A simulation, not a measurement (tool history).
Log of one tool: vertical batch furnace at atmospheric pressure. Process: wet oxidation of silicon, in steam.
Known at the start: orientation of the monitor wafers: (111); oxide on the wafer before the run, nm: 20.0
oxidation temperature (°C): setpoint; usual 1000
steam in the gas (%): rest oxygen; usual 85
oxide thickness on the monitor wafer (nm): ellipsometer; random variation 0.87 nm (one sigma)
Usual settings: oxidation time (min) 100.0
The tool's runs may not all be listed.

| run | hour | oxidation temperature (°C) | oxidation time (min) | steam in the gas (%) | wafers since the last listed run | hours since the last temperature calibration | hours since the steam generator was serviced | hours since the gauge calibration | read-back reference wafer on the same gauge, thickness | oxide thickness on the monitor wafer (nm) |
|---|---|---|---|---|---|---|---|---|---|---|
| 1 | 0.0 | 1000 | 100.0 | 85 | 0 | 2797.5 | 1053.2 | 234.4 | 525.14 | 557.83 |
| 2 | 20.9 | 1000 | 100.0 | 81 | 185 | 2818.4 | 1074.1 | 255.3 | 525.00 | 540.17 |
| 3 | 39.9 | 1000 | 100.0 | 81 | 168 | 2837.4 | 1093.1 | 274.3 | 524.99 | 541.10 |
| 4 | 50.4 | 1000 | 100.0 | 81 | 93 | 2847.9 | 1103.6 | 284.8 | 525.10 | 539.65 |
| 5 | 68.5 | 1000 | 100.0 | 92 | 160 | 2866.0 | 1121.7 | 302.9 | 524.99 | 581.64 |
| 6 | 80.3 | 1000 | 135.0 | 85 | 104 | 2877.8 | 1133.5 | 314.7 | 524.95 | 659.87 |
| 7 | 99.6 | 1000 | 100.0 | 85 | 170 | 2897.1 | 1152.8 | 334.0 | 525.00 | 554.11 |
| 8 | 113.5 | 1000 | 100.0 | 85 | 123 | 2911.0 | 1166.7 | 347.9 | 525.05 | 553.82 |
|  | 141.6 | thermocouples replaced and temperature profile calibrated |
| 9 | 142.1 | 1000 | 100.0 | 85 | 40 | 0.5 | 1195.3 | 376.5 | 525.03 | 552.96 |
| 10 | 147.4 | 1000 | 100.0 | 94 | 46 | 5.8 | 1200.6 | 381.8 | 524.92 | 587.05 |
| 11 | 152.7 | 1000 | 100.0 | 94 | 46 | 11.1 | 1205.9 | 387.1 | 525.01 | 584.54 |
|  | 180.5 | gauge calibrated |
|  | 187.7 | steam generator serviced |
| 12 | 188.2 | 1000 | 100.0 | 74 | 101 | 46.6 | 0.5 | 7.7 | 525.01 | 526.60 |
| 13 | 193.5 | 1000 | 127.0 | 85 | 46 | 51.9 | 5.8 | 13.0 | 524.96 | 656.45 |
| 14 | 200.0 | 1000 | 100.0 | 85 | 57 | 58.4 | 12.3 | 19.5 | 525.01 | 570.04 |
| 15 | 216.2 | 1000 | 100.0 | 85 | 143 | 74.6 | 28.5 | 35.7 | 524.94 | 572.05 |
| 16 | 237.2 | 1000 | 100.0 | 85 | 186 | 95.6 | 49.5 | 56.7 | 525.20 | 572.62 |
| 17 | 249.1 | 1000 | 68.0 | 75 | 105 | 107.5 | 61.4 | 68.6 | 525.00 | 419.72 |
| 18 | 260.6 | 1019 | 66.5 | 94 | 101 | 119.0 | 72.9 | 80.1 | 525.02 | 523.11 |
| 19 | 271.3 | 979 | 73.0 | 77 | 94 | 129.7 | 83.6 | 90.8 | 525.06 | 395.18 |
| 20 | 281.2 | 1018 | 76.0 | 74 | 87 | 139.6 | 93.5 | 100.7 | 524.95 | 489.68 |
| 21 | 290.6 | 981 | 100.0 | 73 | 83 | 149.0 | 102.9 | 110.1 | 524.89 | 471.72 |
| 22 | 312.5 | 978 | 100.0 | 75 | 193 | 170.9 | 124.8 | 132.0 | 525.08 | 469.45 |
| 23 | 331.5 | 1000 | 52.0 | 85 | 168 | 189.9 | 143.8 | 151.0 | 524.97 | 386.20 |

Hidden state or all else? Some run-to-run changes of oxide thickness on the monitor wafer (nm), split into what the settings, what came in and random variation would give without the hidden state, and what is left for the hidden state (with any gauge scatter that isn't in both results):
The hidden state here: true tube temperature minus thermocouple reading, K; steam share off its setpoint, % of the setpoint; gauge reads high (%).
Run 5 -> 6: oxidation time (min) 100.0 -> 135.0, steam in the gas (%) 92 -> 85. oxide thickness on the monitor wafer (nm) +78.23: hidden state -3.18, all else +81.41.
Run 11 -> 12: steam in the gas (%) 94 -> 74, gauge calibrated, steam generator serviced. oxide thickness on the monitor wafer (nm) -57.94: hidden state +20.96, all else -78.90.
Run 12 -> 13: oxidation time (min) 100.0 -> 127.0, steam in the gas (%) 74 -> 85. oxide thickness on the monitor wafer (nm) +129.85: hidden state -1.10, all else +130.95.
Run 16 -> 17: oxidation time (min) 100.0 -> 68.0, steam in the gas (%) 85 -> 75. oxide thickness on the monitor wafer (nm) -152.90: hidden state +1.31, all else -154.21.

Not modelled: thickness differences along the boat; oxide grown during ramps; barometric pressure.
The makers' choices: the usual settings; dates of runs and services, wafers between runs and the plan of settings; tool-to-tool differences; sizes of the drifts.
